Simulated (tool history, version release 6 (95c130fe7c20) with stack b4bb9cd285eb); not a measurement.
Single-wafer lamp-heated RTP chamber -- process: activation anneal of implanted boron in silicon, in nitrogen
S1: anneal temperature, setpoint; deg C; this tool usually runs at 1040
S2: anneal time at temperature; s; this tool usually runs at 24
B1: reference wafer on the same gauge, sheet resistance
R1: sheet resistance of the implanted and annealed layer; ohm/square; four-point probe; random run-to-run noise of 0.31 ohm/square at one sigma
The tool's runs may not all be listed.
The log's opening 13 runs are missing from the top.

run   hour    S1  S2      B1      R1
     350.3  -- gauge calibrated
 14  387.6  1060  15  177.82  207.15
 15  418.9  1040  24  177.92  206.27
 16  433.9  1040  24  177.87  207.03
 17  466.8  1060  17  177.79  206.60
 18  496.3  1067  20  177.75  205.95
     531.9  -- pyrometer window cleaned and pyrometer calibrated
 19  532.4  1040  24  177.98  207.21
 20  557.7  1060  17  178.09  206.43
 21  571.3  1051  17  178.05  207.89
 22  598.6  1051  34  178.09  205.17
 23  629.8  1063  24  178.27  205.96
 24  661.5  1069  36  178.38  203.61
 25  675.2  1026  11  178.41  210.54
 26  693.2  1064  11  178.49  207.80
     706.4  -- reflector plate cleaned
 27  719.4  1040  24  178.49  207.68
     738.5  -- pyrometer window cleaned and pyrometer calibrated
 28  739.0  1070  12  178.79  207.45
 29  758.7  1059  18  178.78  207.70
 30  791.2  1056  17  179.06  208.00
 31  817.3  1040  24  179.04  208.08
 32  838.3  1040  16  179.17  210.01
 33  858.4  1040  24  179.41  208.73
 34  889.6  1018  12  179.53  212.42

Forecast run 35:
     958.0  -- pyrometer window cleaned and pyrometer calibrated
 35  989.6  1030  38   ?   ?

{"run 35": {"B1": 180.22, "R1": 208.8}}
The same run, on a tool lacking any hidden state, would have yielded R1 206.15 ohm/square.
